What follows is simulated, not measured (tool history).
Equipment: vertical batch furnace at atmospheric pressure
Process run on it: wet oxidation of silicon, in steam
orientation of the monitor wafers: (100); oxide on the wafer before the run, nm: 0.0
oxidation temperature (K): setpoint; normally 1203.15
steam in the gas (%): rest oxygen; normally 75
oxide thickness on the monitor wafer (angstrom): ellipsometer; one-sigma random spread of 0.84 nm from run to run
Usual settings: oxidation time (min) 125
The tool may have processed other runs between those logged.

run,hour,oxidation temperature (K),oxidation time (min),steam in the gas (%),"read-back reference wafer on the same gauge, thickness",oxide thickness on the monitor wafer (angstrom)
1,0,1203.15,125,84,335.02,3328
2,17.4,1203.15,125,84,335.09,3299.8
3,33.1,1194.15,125,69,335.23,2593.2
# hour 43.2: gauge calibrated
4,63.1,1194.15,125,69,335.45,2609.9
5,82.1,1203.15,87.5,75,334.94,2268
6,99.3,1203.15,125,75,335.01,3016.6
7,113.5,1203.15,125,75,335.03,3031.3
8,140.8,1192.15,125,75,335.39,2726.1
9,155.4,1203.15,78.5,75,334.9,2084.8
10,197.8,1203.15,78.5,75,335.11,2083.4
11,219.5,1203.15,78.5,75,334.75,2074.3
12,242.2,1203.15,94.5,75,334.86,2429.2
# hour 289.8: steam generator serviced
13,290.3,1212.15,125,75,335.08,3448.2
# hour 331.2: thermocouples replaced and temperature profile calibrated
14,331.7,1212.15,125,75,334.94,3333.1
15,337.9,1211.15,161,75,335.28,3991.1
16,377.8,1203.15,172.5,64,335.18,3491.8
17,395,1194.15,125,69,335,2616.4
18,426.6,1189.15,147,75,335.13,3044.4
19,444.7,1214.15,125,70,335.34,3209.1
# hour 447.6: gauge calibrated
20,465.9,1226.15,125,69,335.43,3543
21,484.3,1203.15,185,75,334.69,4141.6
22,499.6,1203.15,125,75,334.75,3047.7
23,520.2,1189.15,69.5,81,334.8,1728.3
24,532.8,1215.15,125,81,335.16,3602.4
25,566.4,1203.15,174,67,335.02,3634.4
26,580.4,1203.15,78.5,83,334.88,2278.2
27,595.4,1203.15,79,70,335.1,1994.1
28,622.7,1203.15,174,67,335.16,3620.4
29,643.1,1225.15,150.5,75,334.87,4262.7
30,658.7,1183.15,184,75,334.95,3400.7

Alternative continuations, all from the tool just after run 30; predict every row:
A,665,1203.15,125,75,?,?
B,665,1214.15,98,70,?,?
C,665,1203.15,187,79,?,?
D,665,1211.15,64,75,?,?

run,"read-back reference wafer on the same gauge, thickness",oxide thickness on the monitor wafer (angstrom)
A,334.99,3065.2
B,334.99,2656.7
C,334.99,4344.7
D,334.99,1926.1
Stripped of hidden state, with their random variation kept, the same runs would have yielded:
run,oxide thickness on the monitor wafer (angstrom)
A,3110.4
B,2695.9
C,4406.4
D,1955.5

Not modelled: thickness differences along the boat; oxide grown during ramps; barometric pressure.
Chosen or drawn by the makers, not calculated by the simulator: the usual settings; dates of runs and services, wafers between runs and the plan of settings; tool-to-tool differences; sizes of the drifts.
